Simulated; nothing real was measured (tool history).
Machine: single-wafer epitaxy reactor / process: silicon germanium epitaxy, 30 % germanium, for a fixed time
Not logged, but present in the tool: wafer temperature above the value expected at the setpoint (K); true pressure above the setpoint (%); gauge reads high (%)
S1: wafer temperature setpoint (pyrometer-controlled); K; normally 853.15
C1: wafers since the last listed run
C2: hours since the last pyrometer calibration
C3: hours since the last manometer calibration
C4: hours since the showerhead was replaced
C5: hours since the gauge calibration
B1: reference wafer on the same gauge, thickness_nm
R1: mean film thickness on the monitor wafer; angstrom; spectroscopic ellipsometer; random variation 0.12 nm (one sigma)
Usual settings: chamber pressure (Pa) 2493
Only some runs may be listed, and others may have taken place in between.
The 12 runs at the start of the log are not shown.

{"run": 13, "day": 12.767, "S1": 853.15, "chamber pressure (Pa)": 2493, "C1": 368, "C2": 136.9, "C3": 73.8, "C4": 2814.5, "C5": 128.4, "B1": 32.208, "R1": 382.82}
{"run": 14, "day": 13.35, "S1": 843.15, "chamber pressure (Pa)": 2493, "C1": 187, "C2": 150.9, "C3": 87.8, "C4": 2828.5, "C5": 142.4, "B1": 32.185, "R1": 307.71}
{"run": 15, "day": 14.65, "S1": 867.15, "chamber pressure (Pa)": 2493, "C1": 416, "C2": 182.1, "C3": 119.0, "C4": 2859.7, "C5": 173.6, "B1": 32.188, "R1": 519.31}
{"run": 16, "day": 16.925, "S1": 848.15, "chamber pressure (Pa)": 2306, "C1": 729, "C2": 236.7, "C3": 173.6, "C4": 2914.3, "C5": 228.2, "B1": 32.229, "R1": 333.44}
{"run": 17, "day": 18.35, "S1": 841.15, "chamber pressure (Pa)": 2826, "C1": 456, "C2": 270.9, "C3": 207.8, "C4": 2948.5, "C5": 262.4, "B1": 32.2, "R1": 305.62}
{"run": 18, "day": 19.504, "S1": 861.15, "chamber pressure (Pa)": 2173, "C1": 370, "C2": 298.6, "C3": 235.5, "C4": 2976.2, "C5": 290.1, "B1": 32.216, "R1": 434.69}
{"run": 19, "day": 22.129, "S1": 843.15, "chamber pressure (Pa)": 2946, "C1": 841, "C2": 361.6, "C3": 298.5, "C4": 3039.2, "C5": 353.1, "B1": 32.24, "R1": 323.52}
{"run": 20, "day": 22.862, "S1": 849.15, "chamber pressure (Pa)": 2493, "C1": 235, "C2": 379.2, "C3": 316.1, "C4": 3056.8, "C5": 370.7, "B1": 32.201, "R1": 350.98}
{"run": 21, "day": 23.75, "S1": 853.15, "chamber pressure (Pa)": 2493, "C1": 284, "C2": 400.5, "C3": 337.4, "C4": 3078.1, "C5": 392.0, "B1": 32.162, "R1": 385.01}
{"run": 22, "day": 24.875, "S1": 853.15, "chamber pressure (Pa)": 2493, "C1": 360, "C2": 427.5, "C3": 364.4, "C4": 3105.1, "C5": 419.0, "B1": 32.155, "R1": 383.87}
{"day": 27.675, "done": "showerhead replaced"}
{"run": 23, "day": 27.696, "S1": 853.15, "chamber pressure (Pa)": 2493, "C1": 797, "C2": 495.2, "C3": 432.1, "C4": 0.5, "C5": 486.7, "B1": 32.229, "R1": 381.38}
{"run": 24, "day": 28.475, "S1": 866.15, "chamber pressure (Pa)": 2973, "C1": 249, "C2": 513.9, "C3": 450.8, "C4": 19.2, "C5": 505.4, "B1": 32.178, "R1": 534.37}
{"run": 25, "day": 29.129, "S1": 841.15, "chamber pressure (Pa)": 2826, "C1": 209, "C2": 529.6, "C3": 466.5, "C4": 34.9, "C5": 521.1, "B1": 32.175, "R1": 305.86}
{"run": 26, "day": 29.817, "S1": 857.15, "chamber pressure (Pa)": 1920, "C1": 220, "C2": 546.1, "C3": 483.0, "C4": 51.4, "C5": 537.6, "B1": 32.256, "R1": 388.24}
{"run": 27, "day": 30.442, "S1": 843.15, "chamber pressure (Pa)": 3000, "C1": 200, "C2": 561.1, "C3": 498.0, "C4": 66.4, "C5": 552.6, "B1": 32.182, "R1": 326.55}
{"run": 28, "day": 31.138, "S1": 853.15, "chamber pressure (Pa)": 2493, "C1": 223, "C2": 577.8, "C3": 514.7, "C4": 83.1, "C5": 569.3, "B1": 32.249, "R1": 381.52}
{"run": 29, "day": 32.033, "S1": 849.15, "chamber pressure (Pa)": 2493, "C1": 287, "C2": 599.3, "C3": 536.2, "C4": 104.6, "C5": 590.8, "B1": 32.222, "R1": 351.14}

Forecast run 30:
{"run": 30, "day": 33.0, "S1": 863.15, "chamber pressure (Pa)": 2906, "C1": 309, "C2": 622.5, "C3": 559.4, "C4": 127.8, "C5": 614.0, "B1": "?", "R1": "?"}

Run 30 measured B1 32.193, R1 497.65 angstrom.
Were there no unlogged condition in the tool, this run, its random variation unchanged, would have produced R1 501.48 angstrom.

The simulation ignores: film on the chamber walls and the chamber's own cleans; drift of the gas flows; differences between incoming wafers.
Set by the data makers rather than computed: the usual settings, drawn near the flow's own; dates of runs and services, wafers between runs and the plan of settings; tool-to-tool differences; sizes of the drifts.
